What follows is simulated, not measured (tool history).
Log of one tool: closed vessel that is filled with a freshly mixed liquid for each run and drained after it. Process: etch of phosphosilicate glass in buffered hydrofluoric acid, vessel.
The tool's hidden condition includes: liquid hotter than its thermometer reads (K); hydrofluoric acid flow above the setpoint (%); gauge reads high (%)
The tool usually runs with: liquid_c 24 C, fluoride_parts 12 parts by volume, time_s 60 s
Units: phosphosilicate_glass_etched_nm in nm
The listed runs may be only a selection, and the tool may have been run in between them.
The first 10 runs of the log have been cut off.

run,hour,liquid_c,fluoride_parts,time_s,wafers since the last listed run,hours since the thermometer was replaced,hours since the hydrofluoric acid flow meter was replaced,hours since the gauge calibration,"read-back film thickness of the phosphosilicate glass reference wafer, read on the same gauge (nm)",phosphosilicate_glass_etched_nm
11,271.8,24,10.5,50,2545,534.8,76.9,1501.5,59.99,279.86
12,306.3,24,12,60,4326,569.3,111.4,1536,60.04,294.63
13,330.8,24,12,90,3072,593.8,135.9,1560.5,60.01,443.16
14,366.9,21.5,13.5,60,4527,629.9,172,1596.6,60.01,231.62
15,389.3,24,12,60,2809,652.3,194.4,1619,59.96,295.03
# hour 393.2: gauge calibrated
16,401.4,27,12,40,1517,664.4,206.5,8.2,60,230.9
17,413.5,24,12,60,1517,676.5,218.6,20.3,59.99,297.59
18,425.6,24,8,60,1517,688.6,230.7,32.4,59.96,431.31
19,525.7,24,12,60,12553,788.7,330.8,132.5,60,299.06
# hour 532.7: thermometer replaced
20,553.3,24,7.5,45,3335,20.6,358.4,160.1,59.96,335.02
21,581.4,24,13,60,3524,48.7,386.5,188.2,60.02,267.49
22,611.6,24,12,60,3787,78.9,416.7,218.4,60.02,290.21
23,627.6,24,12,60,2006,94.9,432.7,234.4,60,288.65
24,644.4,24,7.5,45,2106,111.7,449.5,251.2,60,339.78
25,660.6,20,7.5,50,2031,127.9,465.7,267.4,59.99,301.13
26,687.3,20,14,30,3348,154.6,492.4,294.1,59.99,100.14
27,715.8,24,16.5,90,3574,183.1,520.9,322.6,60.03,318.83
28,749.8,24,10.5,60,4263,217.1,554.9,356.6,60.03,332.31
29,784.7,28,12,70,4376,252,589.8,391.5,60,423.93
30,810.4,27.5,12,40,3223,277.7,615.5,417.2,60,233.61
31,842,27.5,15,40,3962,309.3,647.1,448.8,59.98,189.28
32,858,20,13.5,80,2006,325.3,663.1,464.8,60.02,278.97
33,873.1,24,12,60,1893,340.4,678.2,479.9,59.98,292.13

3 options for the next run, each taken on its own from the tool as it stands now. Forecast them:
A,873.8,24,12,60,87,341.1,678.9,480.6,?,?
B,873.8,26,7,45,87,341.1,678.9,480.6,?,?
C,873.8,28,12,40,87,341.1,678.9,480.6,?,?

run,"read-back film thickness of the phosphosilicate glass reference wafer, read on the same gauge (nm)",phosphosilicate_glass_etched_nm
A,59.96,291.22
B,59.96,407.61
C,59.96,240.72
The same runs, with their run-to-run variation unchanged, on a tool lacking any hidden condition would have given:
run,phosphosilicate_glass_etched_nm
A,286.5
B,401.1
C,236.92
